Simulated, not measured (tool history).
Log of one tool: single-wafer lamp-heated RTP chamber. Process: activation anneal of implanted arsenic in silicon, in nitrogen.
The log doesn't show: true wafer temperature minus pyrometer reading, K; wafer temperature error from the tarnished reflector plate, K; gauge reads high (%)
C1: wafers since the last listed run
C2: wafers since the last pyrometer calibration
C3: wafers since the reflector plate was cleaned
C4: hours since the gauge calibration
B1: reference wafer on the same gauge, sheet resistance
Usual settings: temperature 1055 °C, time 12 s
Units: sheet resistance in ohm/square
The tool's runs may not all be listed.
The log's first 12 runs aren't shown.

{"run": 13, "hour": 294.5, "temperature": 1055, "time": 7, "C1": 280, "C2": 6598, "C3": 928, "C4": 691.1, "B1": 147.01, "sheet resistance": 150.07}
{"run": 14, "hour": 316.8, "temperature": 1055, "time": 7, "C1": 322, "C2": 6921, "C3": 1251, "C4": 713.4, "B1": 147.03, "sheet resistance": 149.94}
{"run": 15, "hour": 337.3, "temperature": 1055, "time": 9, "C1": 296, "C2": 7218, "C3": 1548, "C4": 733.9, "B1": 146.94, "sheet resistance": 148.42}
{"run": 16, "hour": 349.9, "temperature": 1055, "time": 12, "C1": 182, "C2": 7400, "C3": 1731, "C4": 746.5, "B1": 146.89, "sheet resistance": 145.32}
{"run": 17, "hour": 370.1, "temperature": 1055, "time": 16, "C1": 292, "C2": 7693, "C3": 2023, "C4": 766.7, "B1": 147.11, "sheet resistance": 142.75}
{"run": 18, "hour": 395.5, "temperature": 1055, "time": 12, "C1": 367, "C2": 8060, "C3": 2391, "C4": 792.1, "B1": 147.05, "sheet resistance": 144.99}
{"run": 19, "hour": 408.5, "temperature": 1026, "time": 17, "C1": 188, "C2": 8249, "C3": 2579, "C4": 805.1, "B1": 147.06, "sheet resistance": 146.96}
{"run": 20, "hour": 428.4, "temperature": 1082, "time": 12, "C1": 288, "C2": 8537, "C3": 2867, "C4": 825.0, "B1": 147.01, "sheet resistance": 139.79}
{"hour": 440.1, "done": "pyrometer window cleaned and pyrometer calibrated"}
{"run": 21, "hour": 451.3, "temperature": 1064, "time": 9, "C1": 215, "C2": 161, "C3": 3083, "C4": 847.9, "B1": 147.02, "sheet resistance": 148.37}
{"hour": 473.9, "done": "gauge calibrated"}
{"run": 22, "hour": 475.2, "temperature": 1073, "time": 16, "C1": 346, "C2": 508, "C3": 3429, "C4": 1.3, "B1": 147.04, "sheet resistance": 141.51}
{"run": 23, "hour": 488.1, "temperature": 1055, "time": 12, "C1": 186, "C2": 694, "C3": 3616, "C4": 14.2, "B1": 146.99, "sheet resistance": 147.62}
{"run": 24, "hour": 516.0, "temperature": 1032, "time": 16, "C1": 404, "C2": 1098, "C3": 4020, "C4": 42.1, "B1": 147.11, "sheet resistance": 149.2}
{"run": 25, "hour": 533.9, "temperature": 1071, "time": 14, "C1": 259, "C2": 1358, "C3": 4279, "C4": 60.0, "B1": 147.05, "sheet resistance": 142.8}
{"run": 26, "hour": 561.8, "temperature": 1055, "time": 12, "C1": 404, "C2": 1762, "C3": 4683, "C4": 87.9, "B1": 146.94, "sheet resistance": 147.4}
{"run": 27, "hour": 574.6, "temperature": 1055, "time": 12, "C1": 185, "C2": 1947, "C3": 4869, "C4": 100.7, "B1": 146.95, "sheet resistance": 146.58}
{"run": 28, "hour": 591.6, "temperature": 1083, "time": 7, "C1": 246, "C2": 2193, "C3": 5115, "C4": 117.7, "B1": 146.87, "sheet resistance": 146.46}
{"run": 29, "hour": 649.7, "temperature": 1055, "time": 10, "C1": 841, "C2": 3034, "C3": 5956, "C4": 175.8, "B1": 146.95, "sheet resistance": 148.13}
{"run": 30, "hour": 684.8, "temperature": 1040, "time": 9, "C1": 508, "C2": 3543, "C3": 6464, "C4": 210.9, "B1": 147.1, "sheet resistance": 151.13}
{"run": 31, "hour": 705.5, "temperature": 1076, "time": 18, "C1": 299, "C2": 3842, "C3": 6764, "C4": 231.6, "B1": 147.11, "sheet resistance": 139.65}
{"run": 32, "hour": 719.5, "temperature": 1085, "time": 15, "C1": 202, "C2": 4045, "C3": 6967, "C4": 245.6, "B1": 146.95, "sheet resistance": 139.43}
{"run": 33, "hour": 734.4, "temperature": 1076, "time": 17, "C1": 215, "C2": 4261, "C3": 7183, "C4": 260.5, "B1": 147.02, "sheet resistance": 140.02}
{"run": 34, "hour": 754.4, "temperature": 1042, "time": 12, "C1": 289, "C2": 4551, "C3": 7472, "C4": 280.5, "B1": 147.11, "sheet resistance": 148.91}
{"run": 35, "hour": 785.7, "temperature": 1040, "time": 16, "C1": 453, "C2": 5004, "C3": 7926, "C4": 311.8, "B1": 147.04, "sheet resistance": 147.12}
{"run": 36, "hour": 816.5, "temperature": 1038, "time": 12, "C1": 446, "C2": 5450, "C3": 8372, "C4": 342.6, "B1": 147.08, "sheet resistance": 149.4}
{"run": 37, "hour": 829.3, "temperature": 1040, "time": 8, "C1": 185, "C2": 5635, "C3": 8557, "C4": 355.4, "B1": 147.06, "sheet resistance": 153.0}

4 ways to go on from here, each from the tool as it stands after run 37. What would each give?
{"run": "A", "hour": 829.7, "temperature": 1055, "time": 12, "C1": 5, "C2": 5641, "C3": 8563, "C4": 355.8, "B1": "?", "sheet resistance": "?"}
{"run": "B", "hour": 829.7, "temperature": 1029, "time": 17, "C1": 5, "C2": 5641, "C3": 8563, "C4": 355.8, "B1": "?", "sheet resistance": "?"}
{"run": "C", "hour": 829.7, "temperature": 1055, "time": 19, "C1": 5, "C2": 5641, "C3": 8563, "C4": 355.8, "B1": "?", "sheet resistance": "?"}
{"run": "D", "hour": 829.7, "temperature": 1083, "time": 5, "C1": 5, "C2": 5641, "C3": 8563, "C4": 355.8, "B1": "?", "sheet resistance": "?"}

run=A B1=147.09 sheet_resistance=145.74
run=B B1=147.09 sheet_resistance=147.57
run=C B1=147.09 sheet_resistance=141.90
run=D B1=147.09 sheet_resistance=148.12
Without the tool's hidden state the same runs would have given:
run=A sheet_resistance=146.89
run=B sheet_resistance=148.76
run=C sheet_resistance=143.10
run=D sheet_resistance=149.15

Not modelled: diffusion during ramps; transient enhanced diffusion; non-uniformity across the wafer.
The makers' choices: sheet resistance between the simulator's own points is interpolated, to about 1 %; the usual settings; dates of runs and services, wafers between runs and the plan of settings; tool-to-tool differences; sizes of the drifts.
